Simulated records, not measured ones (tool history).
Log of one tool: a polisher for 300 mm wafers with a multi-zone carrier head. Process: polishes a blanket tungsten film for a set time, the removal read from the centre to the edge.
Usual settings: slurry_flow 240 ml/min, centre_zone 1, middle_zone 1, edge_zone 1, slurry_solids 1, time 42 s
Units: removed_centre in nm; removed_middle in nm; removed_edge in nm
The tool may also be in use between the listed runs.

run    hour  slurry_flow  centre_zone  middle_zone  edge_zone  slurry_solids  time  wafers since the last listed run  wafers polished on this pad  hours since the slurry nozzle was cleaned  hours since the centre zone pressure was calibrated  hours since the edge zone pressure was calibrated  hours since the carrier head's membrane was replaced  incoming thickness of the incoming film, nm  removed_centre  removed_middle  removed_edge
  1       0          240            1         1.06          1              1    42                                 0                         4054                                      525.5                                                695.3                                              281.2                                                1001.7                                        603.6           176.7           186.8         182.5
       25.5  -- slurry nozzle cleaned
  2      69          240            1         0.97          1           0.85    42                               631                         4686                                       43.5                                                764.3                                              350.2                                                1070.7                                        607.7           182.7           171.9         176.9
       94.4  -- worn pad replaced by a new one
  3   149.8          240            1         0.97          1           0.85    42                               713                          515                                      124.3                                                845.1                                                431                                                1151.5                                        603.3           210.4           199.8         206.5
  4   225.1          240            1         0.91          1              1    42                               699                         1214                                      199.6                                                920.4                                              506.3                                                1226.8                                        608.5             212           198.2         210.3
  5   273.9          240            1            1          1              1    42                               453                         1668                                      248.4                                                969.2                                              555.1                                                1275.6                                        604.7           212.2             207         209.5
  6   341.7          240            1            1          1              1    42                               630                         2298                                      316.2                                                 1037                                              622.9                                                1343.4                                        603.8           202.8           203.4         207.6
  7   385.8          240            1            1          1              1    42                               409                         2708                                      360.3                                               1081.1                                                667                                                1387.5                                        604.3           198.9           199.4         199.6
      466.7  -- slurry nozzle cleaned
      472.4  -- carrier head's membrane replaced by a new one
        521  -- worn pad replaced by a new one
      636.2  -- edge zone pressure recalibrated
  8   699.6          240            1            1          1              1    42                              2804                         1641                                      232.9                                               1394.9                                               63.4                                                 227.2                                        598.4           212.9           203.7         211.6
      776.3  -- centre zone pressure recalibrated
  9   793.9          240            1            1          1            0.9    33                               857                         2498                                      327.2                                                 17.6                                              157.7                                                 321.5                                        591.1           151.3             153         151.7
 10   861.9          240            1         1.04          1              1    55                               631                         3130                                      395.2                                                 85.6                                              225.7                                                 389.5                                        596.7           258.3             261         250.2
 11   921.1          295            1            1          1              1    42                               550                         3681                                      454.4                                                144.8                                              284.9                                                 448.7                                          598           191.2           190.1         190.4
      922.2  -- slurry nozzle cleaned
      954.9  -- worn pad replaced by a new one
 12   990.6          240            1            1          1              1    42                               599                          331                                       68.4                                                214.3                                              354.4                                                 518.2                                        609.5           220.9           218.5         215.4
 13  1063.2          240            1         1.05          1              1    48                               674                         1006                                        141                                                286.9                                                427                                                 590.8                                        608.8           253.2           260.7         246.5
 14  1164.9          240         0.89            1          1           1.25    42                               945                         1951                                      242.7                                                388.6                                              528.7                                                 692.5                                        596.7           202.4           225.3           229
 15  1225.2          240            1            1          1              1    42                               560                         2511                                        303                                                448.9                                                589                                                 752.8                                          594           209.2           205.9         204.3
 16  1293.5          240            1            1          1              1    42                               634                         3146                                      371.3                                                517.2                                              657.3                                                 821.1                                        595.4           200.3           199.8         198.6
     1382.6  -- worn pad replaced by a new one
 17  1387.1          240            1            1          1              1    42                               832                           42                                      464.9                                                610.8                                              750.9                                                 914.7                                        587.4           205.1           202.4         198.8
     1390.1  -- slurry nozzle cleaned
 18  1440.7          240            1            1          1              1    42                               488                          530                                       50.6                                                664.4                                              804.5                                                 968.3                                        596.4           214.3           213.7         212.6
 19  1522.5          240         0.97            1          1            1.2    42                               760                         1291                                      132.4                                                746.2                                              886.3                                                1050.1                                        588.3           212.3           224.4         220.3
 20  1594.3          310            1            1          1              1    42                               667                         1958                                      204.2                                                  818                                              958.1                                                1121.9                                        593.8             215           216.7         214.5
 21  1639.8          175            1            1          1              1    42                               422                         2381                                      249.7                                                863.5                                             1003.6                                                1167.4                                        600.8           195.8           197.5         192.6

Measured less the same run without the tool's hidden state. The same run-to-run variation is in both; the gauge's scatter may not be:
The hidden state here: removal rate lost through wear of the pad, %; slurry flow missing at the pad, %; deviation of the centre zone's pressure from its setpoint, %; deviation of the edge zone's pressure from its setpoint, %.
run  removed_centre  removed_middle  removed_edge
  1             -45           -44.7         -37.7
  2           -33.3           -31.1         -31.6
  3            -4.4              -4          -3.5
  4            -7.6            -6.7          -6.1
  5           -10.9             -10          -8.9
  6           -16.6           -15.8         -14.3
  7           -21.7           -20.7         -18.3
  8           -11.8           -10.7          -9.8
  9           -15.2           -14.7         -12.9
 10           -39.2           -37.6         -31.8
 11           -37.2           -35.3         -31.5
 12            -1.3            -1.3          -1.1
 13            -3.9              -4          -3.3
 14              -9            -9.6          -8.9
 15           -15.1           -14.3         -12.9
 16           -23.1           -22.2         -19.9
 17           -19.8           -17.9         -13.8
 18            -5.2            -5.1          -4.9
 19            -7.9            -8.2          -7.6
 20             -12           -11.9         -11.2
 21           -16.6           -16.2         -14.6
